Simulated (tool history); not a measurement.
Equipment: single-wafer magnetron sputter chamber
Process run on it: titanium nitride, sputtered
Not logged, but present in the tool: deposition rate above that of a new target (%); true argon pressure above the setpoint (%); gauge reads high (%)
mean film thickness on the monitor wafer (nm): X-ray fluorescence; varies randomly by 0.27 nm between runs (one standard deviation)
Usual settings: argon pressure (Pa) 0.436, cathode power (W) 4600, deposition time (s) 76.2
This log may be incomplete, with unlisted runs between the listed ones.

run	day	argon pressure (Pa)	cathode power (W)	deposition time (s)	wafers since the last listed run	wafers on the sputter target	hours since the last manometer calibration	hours since the magnet pack was replaced	hours since the gauge calibration	read-back reference wafer on the same gauge, thickness_nm	mean film thickness on the monitor wafer (nm)
1	0.000	0.436	4600	64.4	0	4334	1130.7	7339.6	768.4	67.055	51.178
2	3.083	0.436	4600	64.4	1294	5629	1204.7	7413.6	842.4	67.155	50.353
# day 4.738: sputter target and shields replaced
3	4.783	0.436	4600	76.2	573	19	1245.5	7454.4	883.2	67.252	61.230
4	8.850	0.436	4600	76.2	1707	1727	1343.1	7552.0	980.8	67.220	60.903
5	11.800	0.436	4600	76.2	1238	2966	1413.9	7622.8	1051.6	67.100	60.635
6	13.750	0.436	4600	76.2	818	3785	1460.7	7669.6	1098.4	67.269	60.554
# day 17.929: sputter target and shields replaced
7	17.950	0.519	4600	76.2	1623	8	1561.5	7770.4	1199.2	67.156	58.233
8	21.542	0.519	4600	76.2	1508	1516	1647.7	7856.6	1285.4	67.267	58.359
9	24.546	0.436	4600	76.2	1261	2778	1719.8	7928.7	1357.5	67.180	60.352
10	26.796	0.436	4600	76.2	944	3723	1773.8	7982.7	1411.5	67.210	60.107
# day 31.892: gauge calibrated
# day 32.171: sputter target and shields replaced
11	33.404	0.436	4600	76.2	2635	518	1932.4	8141.3	36.3	67.104	60.761
12	35.642	0.329	3950	82.5	939	1457	1986.1	8195.0	90.0	67.213	61.364
13	40.058	0.318	4600	76.2	1854	3312	2092.1	8301.0	196.0	67.321	64.325
# day 42.079: magnet pack replaced
# day 43.321: capacitance manometer re-zeroed and calibrated
# day 46.112: sputter target and shields replaced
14	48.650	0.436	4600	76.2	3188	1065	127.9	157.7	402.2	67.118	62.608
15	51.946	0.536	4200	76.2	1384	2449	207.0	236.8	481.3	67.257	54.641
16	55.721	0.362	3500	67.1	1585	4034	297.6	327.4	571.9	67.306	45.276
17	58.442	0.436	3700	71.8	1142	5177	362.9	392.7	637.2	67.267	47.450
# day 59.858: sputter target and shields replaced
18	61.812	0.436	3800	76.2	1275	819	443.8	473.6	718.1	67.291	52.725
19	63.879	0.436	4600	76.2	867	1687	493.4	523.2	767.7	67.139	61.370
20	68.338	0.530	4600	70.7	1872	3560	600.4	630.2	874.7	67.194	53.294
21	70.167	0.436	4600	76.2	768	4328	644.3	674.1	918.6	67.158	60.324
22	73.546	0.326	3850	76.2	1419	5747	725.4	755.2	999.7	67.250	54.917
23	75.121	0.533	4600	76.2	661	6409	763.2	793.0	1037.5	67.181	56.327

Each row is a separate what-if for the run after 23, all from the same tool condition, not one after another. Results?
A	75.138	0.436	3950	76.2	6	6416	763.6	793.4	1037.9	?	?
B	75.138	0.436	4300	76.2	6	6416	763.6	793.4	1037.9	?	?
C	75.138	0.350	3850	69.2	6	6416	763.6	793.4	1037.9	?	?
D	75.138	0.436	5450	67.3	6	6416	763.6	793.4	1037.9	?	?
E	75.138	0.571	3700	88.2	6	6416	763.6	793.4	1037.9	?	?

run	read-back reference wafer on the same gauge, thickness_nm	mean film thickness on the monitor wafer (nm)
A	67.237	52.673
B	67.237	56.395
C	67.237	49.184
D	67.237	60.609
E	67.237	53.763
Stripped of hidden state, with their random variation kept, the same runs would have yielded:
run	mean film thickness on the monitor wafer (nm)
A	55.678
B	59.612
C	51.684
D	64.067
E	57.336
